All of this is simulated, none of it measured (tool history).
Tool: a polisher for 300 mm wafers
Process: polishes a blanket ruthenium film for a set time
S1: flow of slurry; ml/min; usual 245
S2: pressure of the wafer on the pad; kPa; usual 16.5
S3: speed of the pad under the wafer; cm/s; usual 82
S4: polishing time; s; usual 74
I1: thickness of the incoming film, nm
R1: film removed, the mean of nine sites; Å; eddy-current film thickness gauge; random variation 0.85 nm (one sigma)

Run 1, hour 0: usual settings; I1 595.4. Result: R1 605 Å.
At hour 11.9: worn pad replaced by a new one.
Run 2, hour 13.1: usual settings; I1 592.7. Result: R1 589 Å.
Run 3, hour 37: usual settings but S2 20.7 kPa, S3 68 cm/s; I1 587.3. Result: R1 614 Å.
Run 4, hour 57.5: usual settings but S3 94 cm/s, S4 82 s; I1 592. Result: R1 732 Å.
At hour 91.1: head pressure recalibrated.
Run 5, hour 92.3: usual settings but S3 94 cm/s, S4 82 s; I1 589.4. Result: R1 817 Å.
At hour 100.9: slurry nozzle cleaned.
Run 6, hour 123.8: usual settings but S3 94 cm/s, S4 82 s; I1 592.9. Result: R1 874 Å.
Run 7, hour 142.5: usual settings; I1 590.6. Result: R1 682 Å.
Run 8, hour 158.2: usual settings; I1 588.6. Result: R1 675 Å.
Run 9, hour 181.8: usual settings; I1 589.6. Result: R1 679 Å.
Run 10, hour 210.6: usual settings; I1 587. Result: R1 657 Å.
At hour 229.1: worn pad replaced by a new one.
Run 11, hour 237.8: usual settings; I1 592.8. Result: R1 658 Å.
Run 12, hour 258.3: usual settings; I1 580.7. Result: R1 635 Å.
Run 13, hour 283.1: usual settings; I1 585.3. Result: R1 650 Å.
Run 14, hour 298.7: usual settings but S1 275 ml/min, S2 14.5 kPa, S3 108 cm/s; I1 590.8. Result: R1 758 Å.
Run 15, hour 329: usual settings but S3 66 cm/s, S4 90 s; I1 587.7. Result: R1 629 Å.
Run 16, hour 356.7: usual settings but S2 13.1 kPa, S3 58 cm/s, S4 60 s; I1 603. Result: R1 284 Å.
Run 17, hour 386: usual settings but S4 49 s; I1 589.8. Result: R1 409 Å.
Run 18, hour 421.5: usual settings; I1 586.2. Result: R1 612 Å.
At hour 434.6: worn pad replaced by a new one.
Run 19, hour 435.3: usual settings; I1 595.2. Result: R1 609 Å.
Run 20, hour 455.7: usual settings; I1 583.3. Result: R1 592 Å.
Run 21, hour 470.4: usual settings but S3 58 cm/s; I1 588.7. Result: R1 421 Å.
Run 22, hour 496.2: usual settings but S2 20 kPa, S3 74 cm/s; I1 581.5. Result: R1 655 Å.
Run 23, hour 530.4: usual settings; I1 583.1. Result: R1 582 Å.
Run 24, hour 542.9: usual settings but S2 18.6 kPa, S3 104 cm/s, S4 83 s; I1 587.4. Result: R1 930 Å.
Run 25, hour 567.2: usual settings but S1 310 ml/min, S3 62 cm/s, S4 84 s; I1 590.5. Result: R1 520 Å.
Run 26, hour 597.3: usual settings but S1 300 ml/min, S2 19.3 kPa; I1 591.3. Result: R1 678 Å.
At hour 604.5: slurry nozzle cleaned.
Run 27, hour 631.5: usual settings but S2 18.6 kPa, S3 104 cm/s, S4 83 s; I1 579.4. Result: R1 980 Å.
At hour 634.7: head pressure recalibrated.
At hour 653.4: worn pad replaced by a new one.
Run 28, hour 659: usual settings; I1 592.8. Result: R1 672 Å.
Run 29, hour 688.1: usual settings but S1 290 ml/min, S4 64 s; I1 587.4. Result: R1 570 Å.
Run 30, hour 713.2: usual settings but S1 180 ml/min, S2 13.8 kPa, S4 64 s; I1 590.6. Result: R1 444 Å.
Run 31, hour 739.5: usual settings; I1 589.3. Result: R1 649 Å.
Run 32, hour 752.8: usual settings but S2 12.4 kPa, S3 54 cm/s; I1 587.4. Result: R1 311 Å.
Run 33, hour 786.1: usual settings but S1 170 ml/min, S2 12.4 kPa, S3 72 cm/s, S4 90 s; I1 595.1. Result: R1 477 Å.
Run 34, hour 807.8: usual settings but S1 295 ml/min, S2 13.8 kPa, S3 108 cm/s, S4 55 s; I1 593.6. Result: R1 533 Å.
Run 35, hour 841: usual settings but S3 94 cm/s, S4 81 s; I1 584.9. Result: R1 786 Å.
Run 36, hour 860.6: usual settings but S2 20.7 kPa; I1 578.9. Result: R1 762 Å.
Run 37, hour 895.9: usual settings; I1 592.1. Result: R1 614 Å.

The tool's hidden state at each run:
removal rate lost through wear of the pad, %: 0 in every run
H1: slurry flow missing at the pad, %
H2: deviation of the head's pressure from its setpoint, %
run    H1      H2
  1  28.5   -7.56
  2  29.6   -7.84
  3  31.5   -8.34
  4  33.1   -8.77
  5  35.8    2.08
  6   6.7    1.42
  7  8.17    1.03
  8  9.41   0.699
  9  11.3   0.203
 10  13.5  -0.401
 11  15.7  -0.972
 12  17.3    -1.4
 13  19.2   -1.92
 14  20.4   -2.25
 15  22.8   -2.89
 16    25   -3.47
 17  27.3   -4.08
 18  30.1   -4.83
 19  31.2   -5.12
 20  32.8   -5.55
 21  33.9   -5.86
 22    36    -6.4
 23  38.7   -7.12
 24  39.6   -7.38
 25  41.6   -7.89
 26  43.9   -8.52
 27  4.48   -9.24
 28  6.64   -1.08
 29  8.93   -1.69
 30  10.9   -2.21
 31    13   -2.77
 32    14   -3.04
 33  16.6   -3.74
 34  18.3    -4.2
 35  20.9    -4.9
 36  22.5   -5.31
 37  25.3   -6.05

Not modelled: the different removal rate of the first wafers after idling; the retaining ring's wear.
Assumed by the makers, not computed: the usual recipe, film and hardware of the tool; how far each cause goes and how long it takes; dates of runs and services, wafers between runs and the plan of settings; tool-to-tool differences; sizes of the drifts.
